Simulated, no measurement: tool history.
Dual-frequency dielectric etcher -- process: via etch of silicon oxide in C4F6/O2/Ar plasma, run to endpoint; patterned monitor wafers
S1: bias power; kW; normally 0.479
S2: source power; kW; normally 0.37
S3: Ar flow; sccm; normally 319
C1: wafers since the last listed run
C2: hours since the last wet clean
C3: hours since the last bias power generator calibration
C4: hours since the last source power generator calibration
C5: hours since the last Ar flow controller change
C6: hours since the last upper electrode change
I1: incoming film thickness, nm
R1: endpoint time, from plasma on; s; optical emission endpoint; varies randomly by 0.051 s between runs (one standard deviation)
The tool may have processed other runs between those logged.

Run 1, day 0: usual settings but S2 0.41 kW; C1 0; C2 280.1; C3 4239.8; C4 2363; C5 3616.4; C6 5843.6; I1 78.9. Result: R1 16.2 s.
Run 2, day 0.279: usual settings but S2 0.41 kW; C1 98; C2 286.8; C3 4246.5; C4 2369.7; C5 3623.1; C6 5850.3; I1 78.3. Result: R1 16 s.
Run 3, day 0.833: usual settings but S1 0.548 kW; C1 194; C2 300.1; C3 4259.8; C4 2383; C5 3636.4; C6 5863.6; I1 78.9. Result: R1 15.7 s.
Run 4, day 1.358: usual settings but S1 0.548 kW; C1 184; C2 312.7; C3 4272.4; C4 2395.6; C5 3649; C6 5876.2; I1 77.9. Result: R1 15.4 s.
Run 5, day 1.688: usual settings; C1 115; C2 320.6; C3 4280.3; C4 2403.5; C5 3656.9; C6 5884.1; I1 78.6. Result: R1 16.5 s.
Run 6, day 2.15: usual settings; C1 162; C2 331.7; C3 4291.4; C4 2414.6; C5 3668; C6 5895.2; I1 78.3. Result: R1 16.4 s.
Run 7, day 2.679: usual settings; C1 186; C2 344.4; C3 4304.1; C4 2427.3; C5 3680.7; C6 5907.9; I1 78.1. Result: R1 16.3 s.
Run 8, day 2.958: usual settings; C1 98; C2 351.1; C3 4310.8; C4 2434; C5 3687.4; C6 5914.6; I1 77.6. Result: R1 16.1 s.
Run 9, day 3.575: usual settings; C1 216; C2 365.9; C3 4325.6; C4 2448.8; C5 3702.2; C6 5929.4; I1 77.9. Result: R1 16.2 s.
Run 10, day 4.142: usual settings; C1 199; C2 379.5; C3 4339.2; C4 2462.4; C5 3715.8; C6 5943; I1 78.5. Result: R1 16.2 s.
Run 11, day 4.804: usual settings but S2 0.35 kW; C1 233; C2 395.4; C3 4355.1; C4 2478.3; C5 3731.7; C6 5958.9; I1 78. Result: R1 16.5 s.
Run 12, day 5.183: usual settings but S2 0.35 kW; C1 133; C2 404.5; C3 4364.2; C4 2487.4; C5 3740.8; C6 5968; I1 78.8. Result: R1 16.7 s.
Run 13, day 5.525: usual settings but S2 0.35 kW; C1 120; C2 412.7; C3 4372.4; C4 2495.6; C5 3749; C6 5976.2; I1 78.2. Result: R1 16.4 s.
Run 14, day 6.525: usual settings but S2 0.33 kW; C1 351; C2 436.7; C3 4396.4; C4 2519.6; C5 3773; C6 6000.2; I1 77.6. Result: R1 16.5 s.
Run 15, day 7.242: usual settings but S2 0.33 kW; C1 252; C2 453.9; C3 4413.6; C4 2536.8; C5 3790.2; C6 6017.4; I1 78.6. Result: R1 16.7 s.
At day 7.438: source power generator calibrated.
Run 16, day 7.754: usual settings; C1 121; C2 466.2; C3 4425.9; C4 7.6; C5 3802.5; C6 6029.7; I1 78.1. Result: R1 16.2 s.
At day 9.138: wet clean of the chamber.
At day 9.233: Ar flow controller replaced.
Run 17, day 9.254: usual settings but S1 0.547 kW, S2 0.28 kW; C1 142; C2 2.8; C3 4461.9; C4 43.6; C5 0.5; C6 6065.7; I1 78.6. Result: R1 18.3 s.
Run 18, day 10.221: usual settings; C1 340; C2 26; C3 4485.1; C4 66.8; C5 23.7; C6 6088.9; I1 78.5. Result: R1 18.1 s.
At day 10.492: bias power generator calibrated.
Run 19, day 10.933: usual settings but S1 0.359 kW; C1 191; C2 43.1; C3 10.6; C4 83.9; C5 40.8; C6 6106; I1 78.5. Result: R1 20.4 s.
At day 12.2: upper electrode replaced.
At day 12.65: wet clean of the chamber, repeated, since the last time left the tool worse.
Run 20, day 12.671: usual settings; C1 100; C2 0.5; C3 52.3; C4 125.6; C5 82.5; C6 11.3; I1 77.8. Result: R1 16.7 s.
Run 21, day 12.688: usual settings but S1 0.374 kW, S2 0.33 kW, S3 278 sccm; C1 5; C2 0.9; C3 52.7; C4 126; C5 82.9; C6 11.7; I1 77.3. Result: R1 18.7 s.
Run 22, day 12.7: usual settings but S3 265 sccm; C1 4; C2 1.2; C3 53; C4 126.3; C5 83.2; C6 12; I1 78.5. Result: R1 16.6 s.
Run 23, day 13.05: usual settings but S3 269 sccm; C1 123; C2 9.6; C3 61.4; C4 134.7; C5 91.6; C6 20.4; I1 78.1. Result: R1 16.5 s.
Run 24, day 13.729: usual settings but S1 0.447 kW, S2 0.31 kW, S3 281 sccm; C1 238; C2 25.9; C3 77.7; C4 151; C5 107.9; C6 36.7; I1 78.6. Result: R1 17.9 s.
Run 25, day 14.054: usual settings but S1 0.552 kW, S2 0.3 kW, S3 296 sccm; C1 114; C2 33.7; C3 85.5; C4 158.8; C5 115.7; C6 44.5; I1 77.7. Result: R1 16.3 s.
Run 26, day 14.562: usual settings but S1 0.445 kW; C1 178; C2 45.9; C3 97.7; C4 171; C5 127.9; C6 56.7; I1 77.6. Result: R1 17.1 s.
Run 27, day 15.062: usual settings but S1 0.526 kW, S2 0.28 kW, S3 356 sccm; C1 175; C2 57.9; C3 109.7; C4 183; C5 139.9; C6 68.7; I1 78. Result: R1 17.1 s.
Run 28, day 15.504: usual settings; C1 155; C2 68.5; C3 120.3; C4 193.6; C5 150.5; C6 79.3; I1 78.7. Result: R1 16.8 s.
Run 29, day 16.133: usual settings but S1 0.553 kW, S2 0.45 kW; C1 221; C2 83.6; C3 135.4; C4 208.7; C5 165.6; C6 94.4; I1 77.2. Result: R1 14.7 s.
Run 30, day 16.692: usual settings but S1 0.556 kW, S2 0.31 kW, S3 271 sccm; C1 196; C2 97; C3 148.8; C4 222.1; C5 179; C6 107.8; I1 78.1. Result: R1 16 s.

Take each entry between the runs: how does the hidden state at the last listed run before it differ from the hidden state at the first listed run after it?
Between runs 15 and 16: source power generator calibrated (day 7.438)
  etch rate over this chamber's usual, %: 3.64 -> 3.74
  measured result minus the result with no hidden state, R1: -0.6 -> -0.6 s
Between runs 16 and 17: wet clean of the chamber (day 9.138); Ar flow controller replaced (day 9.233)
  etch rate over this chamber's usual, %: 3.74 -> -6.88
  measured result minus the result with no hidden state, R1: -0.6 -> +1.3 s
Between runs 18 and 19: bias power generator calibrated (day 10.492)
  etch rate over this chamber's usual, %: -6.7 -> -6.56
  measured result minus the result with no hidden state, R1: +1.2 -> +1.3 s
Between runs 19 and 20: upper electrode replaced (day 12.2); wet clean of the chamber, repeated, since the last time left the tool worse (day 12.65)
  etch rate over this chamber's usual, %: -6.56 -> 0.199
  measured result minus the result with no hidden state, R1: +1.3 -> +0 s
